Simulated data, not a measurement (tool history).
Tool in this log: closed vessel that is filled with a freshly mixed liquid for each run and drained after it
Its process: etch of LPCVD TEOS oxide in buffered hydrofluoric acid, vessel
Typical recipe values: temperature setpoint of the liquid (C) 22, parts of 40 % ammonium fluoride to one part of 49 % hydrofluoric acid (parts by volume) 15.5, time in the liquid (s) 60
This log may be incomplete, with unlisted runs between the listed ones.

run   hour  temperature setpoint of the liquid (C)  parts of 40 % ammonium fluoride to one part of 49 % hydrofluoric acid (parts by volume)  time in the liquid (s)  read-back film thickness of the LPCVD TEOS oxide reference wafer, read on the same gauge (nm)  thickness taken off the LPCVD TEOS oxide on a monitor wafer (nm)
  1      0                                    18.5                                                                                     15.5                      60                                                                                         150.01                                                             93.35
  2   22.8                                    18.5                                                                                     15.5                      60                                                                                         150.04                                                             93.83
  3   42.2                                    18.5                                                                                     15.5                      60                                                                                            150                                                             92.77
  4   75.4                                      22                                                                                     15.5                      60                                                                                         149.99                                                            114.89
  5   95.8                                      22                                                                                     15.5                      60                                                                                         149.98                                                            114.65
  6  119.1                                      22                                                                                     15.5                      60                                                                                         150.02                                                             114.5
  7  151.9                                      22                                                                                     15.5                      60                                                                                         150.02                                                            114.56
     156.3  -- gauge calibrated
     212.6  -- thermometer replaced
  8  240.5                                    17.5                                                                                       21                      60                                                                                            150                                                             75.71
       242  -- hydrofluoric acid flow meter replaced
  9  261.7                                    19.5                                                                                       14                      30                                                                                         150.02                                                             59.87
 10    284                                      26                                                                                     10.5                      90                                                                                         149.98                                                            340.82
 11    303                                    17.5                                                                                     21.5                      50                                                                                         149.97                                                             59.61

Estimate the outcome of run 12 from the log above:
 12  317.9                                      22                                                                                     15.5                      60                                                                                              ?                                                                 ?

Logged for run 12: read-back film thickness of the LPCVD TEOS oxide reference wafer, read on the same gauge (nm) 150.01, thickness taken off the LPCVD TEOS oxide on a monitor wafer (nm) 124.98.
On a tool with no hidden condition, and with the same random variation, this run would have come out at thickness taken off the LPCVD TEOS oxide on a monitor wafer (nm) 126.63.
